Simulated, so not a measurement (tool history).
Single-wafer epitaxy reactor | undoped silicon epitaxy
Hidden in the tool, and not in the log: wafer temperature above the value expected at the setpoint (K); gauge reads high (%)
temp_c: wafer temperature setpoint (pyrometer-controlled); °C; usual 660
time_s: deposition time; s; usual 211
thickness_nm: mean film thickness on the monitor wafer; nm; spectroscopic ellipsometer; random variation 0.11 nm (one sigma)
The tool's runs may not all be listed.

run,hour,temp_c,time_s,wafers since the last listed run,hours since the last pyrometer calibration,hours since the gauge calibration,"read-back reference wafer on the same gauge, thickness_nm",thickness_nm
1,0.0,660,211,0,1899.4,113.1,51.781,46.502
2,16.6,660,211,89,1916.0,129.7,51.815,46.758
3,24.0,660,211,39,1923.4,137.1,51.771,46.618
4,33.7,660,211,52,1933.1,146.8,51.826,46.846
5,44.9,654,245,60,1944.3,158.0,51.822,46.826
6,61.4,654,245,89,1960.8,174.5,51.792,46.880
7,75.3,660,211,75,1974.7,188.4,51.814,46.924
8,92.2,660,211,91,1991.6,205.3,51.834,47.072
9,108.6,660,211,88,2008.0,221.7,51.829,47.080
10,119.1,660,211,56,2018.5,232.2,51.797,47.178
11,127.6,669,193,45,2027.0,240.7,51.815,53.369
12,144.9,660,211,93,2044.3,258.0,51.761,47.075
13,151.6,652,211,36,2051.0,264.7,51.836,38.808
14,159.9,675,179,44,2059.3,273.0,51.834,56.943
15,168.7,660,211,47,2068.1,281.8,51.773,47.202

Forecast run 16:
# hour 185.6: pyrometer calibrated
16,186.1,652,246,50,0.5,299.2,?,?

Run 16 gave read-back reference wafer on the same gauge, thickness_nm 51.783, thickness_nm 34.352 nm.
Without the tool's hidden state the same run would have given thickness_nm 41.759 nm.

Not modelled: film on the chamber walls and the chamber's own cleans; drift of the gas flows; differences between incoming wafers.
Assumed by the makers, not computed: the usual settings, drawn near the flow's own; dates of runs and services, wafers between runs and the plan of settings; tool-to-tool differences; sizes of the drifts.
